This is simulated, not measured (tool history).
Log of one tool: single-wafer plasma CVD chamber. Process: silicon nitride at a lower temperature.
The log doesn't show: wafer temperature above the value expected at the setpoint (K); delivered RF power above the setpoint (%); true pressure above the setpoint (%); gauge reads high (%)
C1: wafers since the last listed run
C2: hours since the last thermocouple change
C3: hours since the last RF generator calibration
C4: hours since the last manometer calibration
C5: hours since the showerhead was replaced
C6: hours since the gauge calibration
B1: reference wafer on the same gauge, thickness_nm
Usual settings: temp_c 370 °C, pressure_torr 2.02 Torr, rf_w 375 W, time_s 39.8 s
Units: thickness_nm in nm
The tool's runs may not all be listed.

run 1 hour=0.0 | temp_c=370 pressure_torr=2.02 rf_w=375 time_s=39.8 | C1=0 C2=1321.7 C3=2035.6 C4=1762.4 C5=3338.0 C6=365.2 | B1=70.391 | thickness_nm=57.904
run 2 hour=15.0 | temp_c=370 pressure_torr=2.02 rf_w=375 time_s=39.8 | C1=245 C2=1336.7 C3=2050.6 C4=1777.4 C5=3353.0 C6=380.2 | B1=70.424 | thickness_nm=57.893
run 3 hour=42.6 | temp_c=370 pressure_torr=2.02 rf_w=375 time_s=42.5 | C1=451 C2=1364.3 C3=2078.2 C4=1805.0 C5=3380.6 C6=407.8 | B1=70.382 | thickness_nm=61.820
run 4 hour=73.5 | temp_c=370 pressure_torr=2.02 rf_w=375 time_s=42.5 | C1=505 C2=1395.2 C3=2109.1 C4=1835.9 C5=3411.5 C6=438.7 | B1=70.390 | thickness_nm=61.794
run 5 hour=89.5 | temp_c=370 pressure_torr=2.02 rf_w=375 time_s=39.8 | C1=261 C2=1411.2 C3=2125.1 C4=1851.9 C5=3427.5 C6=454.7 | B1=70.415 | thickness_nm=57.898
run 6 hour=108.1 | temp_c=370 pressure_torr=2.02 rf_w=375 time_s=39.8 | C1=304 C2=1429.8 C3=2143.7 C4=1870.5 C5=3446.1 C6=473.3 | B1=70.373 | thickness_nm=58.035
run 7 hour=123.7 | temp_c=370 pressure_torr=2.02 rf_w=375 time_s=39.8 | C1=255 C2=1445.4 C3=2159.3 C4=1886.1 C5=3461.7 C6=488.9 | B1=70.406 | thickness_nm=57.888
run 8 hour=154.8 | temp_c=370 pressure_torr=2.02 rf_w=375 time_s=39.8 | C1=509 C2=1476.5 C3=2190.4 C4=1917.2 C5=3492.8 C6=520.0 | B1=70.345 | thickness_nm=57.995
-- hour=212.4 RF generator calibrated
run 9 hour=230.7 | temp_c=370 pressure_torr=2.02 rf_w=375 time_s=39.8 | C1=1111 C2=1552.4 C3=18.3 C4=1993.1 C5=3568.7 C6=595.9 | B1=70.414 | thickness_nm=61.629
run 10 hour=246.2 | temp_c=370 pressure_torr=2.02 rf_w=375 time_s=39.8 | C1=253 C2=1567.9 C3=33.8 C4=2008.6 C5=3584.2 C6=611.4 | B1=70.388 | thickness_nm=61.655
-- hour=253.0 gauge calibrated
run 11 hour=265.3 | temp_c=370 pressure_torr=2.02 rf_w=375 time_s=39.8 | C1=312 C2=1587.0 C3=52.9 C4=2027.7 C5=3603.3 C6=12.3 | B1=70.445 | thickness_nm=61.592
-- hour=289.7 showerhead replaced
run 12 hour=290.2 | temp_c=370 pressure_torr=2.02 rf_w=375 time_s=39.8 | C1=276 C2=1611.9 C3=77.8 C4=2052.6 C5=0.5 C6=37.2 | B1=70.414 | thickness_nm=61.516
run 13 hour=323.0 | temp_c=370 pressure_torr=2.02 rf_w=375 time_s=39.8 | C1=537 C2=1644.7 C3=110.6 C4=2085.4 C5=33.3 C6=70.0 | B1=70.350 | thickness_nm=61.340
-- hour=340.3 capacitance manometer re-zeroed and calibrated
run 14 hour=344.1 | temp_c=383 pressure_torr=2.02 rf_w=375 time_s=39.8 | C1=214 C2=1665.8 C3=131.7 C4=3.8 C5=54.4 C6=91.1 | B1=70.413 | thickness_nm=60.178
run 15 hour=366.8 | temp_c=370 pressure_torr=2.02 rf_w=375 time_s=35.6 | C1=371 C2=1688.5 C3=154.4 C4=26.5 C5=77.1 C6=113.8 | B1=70.416 | thickness_nm=54.221
run 16 hour=392.8 | temp_c=370 pressure_torr=2.02 rf_w=375 time_s=41.9 | C1=425 C2=1714.5 C3=180.4 C4=52.5 C5=103.1 C6=139.8 | B1=70.396 | thickness_nm=63.609
run 17 hour=425.9 | temp_c=370 pressure_torr=2.02 rf_w=405 time_s=39.8 | C1=541 C2=1747.6 C3=213.5 C4=85.6 C5=136.2 C6=172.9 | B1=70.409 | thickness_nm=63.522
-- hour=439.1 thermocouple changed; heater temperature recalibrated
run 18 hour=460.8 | temp_c=370 pressure_torr=2.02 rf_w=400 time_s=43.0 | C1=440 C2=21.7 C3=248.4 C4=120.5 C5=171.1 C6=207.8 | B1=70.429 | thickness_nm=67.888
run 19 hour=486.7 | temp_c=370 pressure_torr=2.02 rf_w=375 time_s=39.8 | C1=424 C2=47.6 C3=274.3 C4=146.4 C5=197.0 C6=233.7 | B1=70.400 | thickness_nm=60.165
run 20 hour=508.4 | temp_c=370 pressure_torr=1.85 rf_w=375 time_s=33.4 | C1=355 C2=69.3 C3=296.0 C4=168.1 C5=218.7 C6=255.4 | B1=70.442 | thickness_nm=49.181
run 21 hour=536.1 | temp_c=382 pressure_torr=1.74 rf_w=375 time_s=39.8 | C1=453 C2=97.0 C3=323.7 C4=195.8 C5=246.4 C6=283.1 | B1=70.395 | thickness_nm=57.057
run 22 hour=567.5 | temp_c=370 pressure_torr=1.74 rf_w=415 time_s=34.4 | C1=514 C2=128.4 C3=355.1 C4=227.2 C5=277.8 C6=314.5 | B1=70.421 | thickness_nm=53.080

Forecast each of these 3 alternatives for the next run:
run A hour=567.9 | temp_c=370 pressure_torr=2.02 rf_w=375 time_s=39.8 | C1=6 C2=128.8 C3=355.5 C4=227.6 C5=278.2 C6=314.9 | B1=? | thickness_nm=?
run B hour=567.9 | temp_c=362 pressure_torr=1.66 rf_w=415 time_s=43.2 | C1=6 C2=128.8 C3=355.5 C4=227.6 C5=278.2 C6=314.9 | B1=? | thickness_nm=?
run C hour=567.9 | temp_c=370 pressure_torr=1.72 rf_w=375 time_s=42.5 | C1=6 C2=128.8 C3=355.5 C4=227.6 C5=278.2 C6=314.9 | B1=? | thickness_nm=?

run=A B1=70.424 thickness_nm=59.833
run=B B1=70.424 thickness_nm=66.012
run=C B1=70.424 thickness_nm=60.967
Without the tool's hidden state the same runs would have given:
run=A thickness_nm=60.811
run=B thickness_nm=66.968
run=C thickness_nm=61.943
